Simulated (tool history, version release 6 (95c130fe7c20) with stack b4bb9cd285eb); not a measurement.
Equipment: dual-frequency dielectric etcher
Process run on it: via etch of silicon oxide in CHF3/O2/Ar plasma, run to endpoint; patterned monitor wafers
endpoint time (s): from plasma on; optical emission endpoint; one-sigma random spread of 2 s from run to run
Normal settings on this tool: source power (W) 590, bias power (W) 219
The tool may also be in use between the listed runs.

run	hour	source power (W)	bias power (W)	incoming incoming film thickness, nm	endpoint time (s)
1	0	590	244	669.4	297
2	12.3	590	244	661.9	287.9
3	30.9	590	219	668.2	299.3
4	47.7	590	219	669	298.1
5	68.4	590	219	669	296.7
6	85.2	640	219	668.2	284.2
7	106.9	640	219	668.1	284.5
8	137	640	219	662.8	282.4
# hour 161.8: wet clean of the chamber, repeated, since the last time left the tool worse
9	162.3	630	219	663.8	303
10	167.3	470	192	665.8	359.9
11	190.6	470	192	666.8	359.8
12	203.1	590	259	666.4	303.6
13	216.2	590	259	664.6	301.9
# hour 239.9: source power generator calibrated
14	246.5	450	263	668.5	344
15	274.4	590	219	665.1	309
16	310.2	590	186	671.3	321.1
17	322.8	490	167	664.6	354.8
18	345.2	590	219	667.1	306.2
19	362	590	259	667.2	301.3
20	389.9	590	219	658.6	306.8
21	412.9	730	194	667.1	287.5
# hour 444: upper electrode replaced
22	444.5	680	219	673.3	289.9
23	469.8	740	192	674.9	283.5
24	495.6	590	205	661.8	304.9
25	521.1	590	219	671.5	305.6
26	544	590	219	674.5	309.6
# hour 551.7: bias power generator calibrated
27	575.8	590	219	666.9	303.1
28	592.4	480	234	669	331.6
# hour 619.2: wet clean of the chamber
29	638.1	550	250	665.2	319.5
30	665.8	530	165	674.4	350.4
31	696.4	650	177	669.5	310.5
32	795	640	196	662.8	298.9
33	819.7	650	250	670.3	286.5
34	842.3	530	205	662.3	328.6
35	865.9	500	173	667.3	352.8
36	884.7	710	219	666.8	282.5

Each row is a separate what-if for the run after 36, all from the same tool condition, not one after another. Results?
A	885.2	590	219	669.9	?
B	885.2	630	266	669.9	?
C	885.2	540	235	669.9	?

run	endpoint time (s)
A	307.9
B	287.9
C	317.4
Without the tool's hidden state the same runs would have given:
run	endpoint time (s)
A	314.3
B	293.9
C	324
